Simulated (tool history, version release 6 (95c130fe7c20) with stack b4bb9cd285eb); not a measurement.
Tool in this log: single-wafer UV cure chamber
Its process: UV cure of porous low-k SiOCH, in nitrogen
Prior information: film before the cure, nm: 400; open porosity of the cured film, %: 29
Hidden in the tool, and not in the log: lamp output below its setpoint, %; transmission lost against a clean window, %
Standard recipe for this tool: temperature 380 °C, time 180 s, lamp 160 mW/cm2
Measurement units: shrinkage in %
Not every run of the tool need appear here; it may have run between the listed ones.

run     day  temperature  time  lamp  wafers since the last listed run  hours since the UV bulbs were replaced  wafers since the quartz window was cleaned  shrinkage
  1   0.000          380   180   160                                 0                                  1769.8                                        1588     13.664
      0.267  -- quartz window cleaned
  2   0.354          380   180   131                                17                                  1778.3                                          17     13.679
  3   0.917          380   180   160                               112                                  1791.8                                         130     14.202
  4   1.608          380   180   160                               138                                  1808.4                                         269     14.646
  5   2.146          380   180   160                               107                                  1821.3                                         377     14.016
  6   2.829          380   180   160                               137                                  1837.7                                         514     14.402
  7   3.504          380   180   160                               135                                  1853.9                                         649     14.283
  8   3.779          380   180   160                                55                                  1860.5                                         704     14.330
      4.412  -- UV bulbs replaced
  9   4.521          380   255   160                                81                                     2.6                                         786     15.750
 10   5.208          387   180   160                               137                                    19.1                                         924     14.302
 11   5.729          372   180   160                               104                                    31.6                                        1029     14.155
 12   6.458          372   180   160                               146                                    49.1                                        1175     13.654
 13   7.196          380   180   160                               147                                    66.8                                        1323     13.703
 14   7.879          380   180   160                               137                                    83.2                                        1460     13.292
      8.275  -- quartz window cleaned
 15   8.367          380   265   177                                30                                    94.9                                          18     17.152
 16   9.100          398   180   160                               147                                   112.5                                         165     15.354
 17   9.488          372   180   122                                77                                   121.8                                         243     13.263
 18   9.775          393   120   177                                57                                   128.7                                         301     13.282
 19  10.279          360   255   160                               101                                   140.8                                         402     15.638
 20  10.729          393   180   175                                90                                   151.6                                         492     15.158
 21  11.267          380   180   160                               107                                   164.5                                         600     14.416
 22  11.867          375   180   160                               120                                   178.9                                         720     14.301
 23  12.417          380   125   160                               110                                   192.1                                         831     12.644
 24  12.683          399   270   121                                53                                   198.5                                         884     15.118
 25  13.308          380   180   160                               125                                   213.5                                        1009     14.168

5 options for the next run, each taken on its own from the tool as it stands now. Forecast them:
  A  13.329          380   180   160                                 4                                   214.0                                        1014          ?
  B  13.329          371   180   139                                 4                                   214.0                                        1014          ?
  C  13.329          380    70   181                                 4                                   214.0                                        1014          ?
  D  13.329          388   120   160                                 4                                   214.0                                        1014          ?
  E  13.329          399   110   160                                 4                                   214.0                                        1014          ?

run  shrinkage
  A     14.277
  B     13.322
  C      9.985
  D     12.291
  E     12.062
What these runs would have given with no unlogged condition in the tool:
run  shrinkage
  A     15.154
  B     14.185
  C     10.805
  D     13.140
  E     12.907

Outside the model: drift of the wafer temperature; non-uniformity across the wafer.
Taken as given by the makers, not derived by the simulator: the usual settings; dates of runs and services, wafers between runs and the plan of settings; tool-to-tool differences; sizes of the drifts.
